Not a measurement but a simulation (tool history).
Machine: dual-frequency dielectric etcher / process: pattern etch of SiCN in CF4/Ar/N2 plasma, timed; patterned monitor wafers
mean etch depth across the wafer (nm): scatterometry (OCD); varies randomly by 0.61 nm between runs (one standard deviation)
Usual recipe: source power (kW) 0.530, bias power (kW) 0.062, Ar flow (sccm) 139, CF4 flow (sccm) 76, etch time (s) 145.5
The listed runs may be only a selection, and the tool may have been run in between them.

run,day,source power (kW),bias power (kW),Ar flow (sccm),CF4 flow (sccm),etch time (s),wafers since the last listed run,hours since the last wet clean,hours since the last source power generator calibration,hours since the last bias power generator calibration,hours since the last Ar flow controller change,hours since the last CF4 flow controller change,hours since the last upper electrode change,hours since the gauge calibration,"read-back reference wafer on the same gauge, depth_nm",mean etch depth across the wafer (nm)
1,0.000,0.530,0.062,139,76,145.5,0,142.6,105.2,4759.7,2596.6,2007.1,1899.8,48.0,104.2,123.4
2,1.162,0.530,0.062,139,76,145.5,199,170.5,133.1,4787.6,2624.5,2035.0,1927.7,75.9,104.1,122.5
3,2.325,0.530,0.062,139,76,145.5,199,198.4,161.0,4815.5,2652.4,2062.9,1955.6,103.8,103.9,123.2
4,3.079,0.530,0.062,139,76,145.5,129,216.5,179.1,4833.6,2670.5,2081.0,1973.7,121.9,103.9,121.4
# day 3.938: bias power generator calibrated
5,3.958,0.610,0.072,109,69,145.5,122,237.6,200.2,0.5,2691.6,2102.1,1994.8,143.0,103.9,149.3
6,4.904,0.620,0.062,115,64,119.0,162,260.3,222.9,23.2,2714.3,2124.8,2017.5,165.7,104.1,112.8
# day 6.671: Ar flow controller replaced
# day 6.738: upper electrode replaced
7,6.758,0.470,0.074,139,87,122.0,264,304.8,267.4,67.7,2.1,2169.3,0.5,210.2,104.2,102.3
8,7.504,0.530,0.062,139,76,145.5,128,322.7,285.3,85.6,20.0,2187.2,18.4,228.1,104.1,121.8
9,8.358,0.460,0.062,139,76,158.5,146,343.2,305.8,106.1,40.5,2207.7,38.9,248.6,103.8,117.1
10,9.121,0.410,0.062,121,93,164.0,130,361.5,324.1,124.4,58.8,2226.0,57.2,266.9,104.0,115.9
# day 9.379: CF4 flow controller replaced
11,9.717,0.530,0.062,139,76,145.5,59,375.8,338.4,138.7,73.1,8.1,71.5,281.2,103.9,121.4
12,10.879,0.530,0.062,139,76,145.5,199,403.7,366.3,166.6,101.0,36.0,99.4,309.1,104.0,121.3
# day 12.583: wet clean of the chamber
13,12.604,0.600,0.049,139,76,145.5,124,0.5,407.7,208.0,142.4,77.4,140.8,350.5,104.1,125.5
14,13.096,0.530,0.062,139,93,145.5,84,12.3,419.5,219.8,154.2,89.2,152.6,362.3,104.3,130.9
15,13.896,0.530,0.062,139,76,145.5,137,31.5,438.7,239.0,173.4,108.4,171.8,381.5,104.2,126.3
16,14.912,0.460,0.047,139,89,145.5,174,55.9,463.1,263.4,197.8,132.8,196.2,405.9,104.1,101.3
17,16.342,0.480,0.053,139,76,125.0,245,90.2,497.4,297.7,232.1,167.1,230.5,440.2,103.8,92.2
18,17.283,0.430,0.052,105,76,145.5,161,112.8,520.0,320.3,254.7,189.7,253.1,462.8,104.1,99.7
19,17.983,0.530,0.062,126,70,172.0,120,129.6,536.8,337.1,271.5,206.5,269.9,479.6,104.0,147.3
20,19.433,0.530,0.062,120,76,145.5,249,164.4,571.6,371.9,306.3,241.3,304.7,514.4,104.2,126.9
21,20.429,0.530,0.062,139,76,145.5,171,188.3,595.5,395.8,330.2,265.2,328.6,538.3,104.1,123.5
22,21.738,0.530,0.062,139,76,145.5,224,219.7,626.9,427.2,361.6,296.6,360.0,569.7,103.9,123.7

Hidden condition of the tool, last listed run before each entry between runs versus first listed run after:
Runs 4 to 5: bias power generator calibrated (day 3.938)
  etch rate over this chamber's usual, %: -2.22 -> -2.43; source power that arrives over what is set, %: -0.112 -> -0.0478
  measured value less the no-hidden-state value, mean etch depth across the wafer (nm): -2.9 -> -3.8
Runs 6 to 7: Ar flow controller replaced (day 6.671); upper electrode replaced (day 6.738)
  etch rate over this chamber's usual, %: -2.66 -> -3.12; source power that arrives over what is set, %: 0.0217 -> 0.158
  measured value less the no-hidden-state value, mean etch depth across the wafer (nm): -3.0 -> -3.1
Runs 10 to 11: CF4 flow controller replaced (day 9.379)
  etch rate over this chamber's usual, %: -3.69 -> -3.84; source power that arrives over what is set, %: 0.331 -> 0.375
  measured value less the no-hidden-state value, mean etch depth across the wafer (nm): -4.1 -> -4.5
Runs 12 to 13: wet clean of the chamber (day 12.583)
  etch rate over this chamber's usual, %: -4.12 -> 0.261; source power that arrives over what is set, %: 0.46 -> 0.587
  measured value less the no-hidden-state value, mean etch depth across the wafer (nm): -4.7 -> +1.0
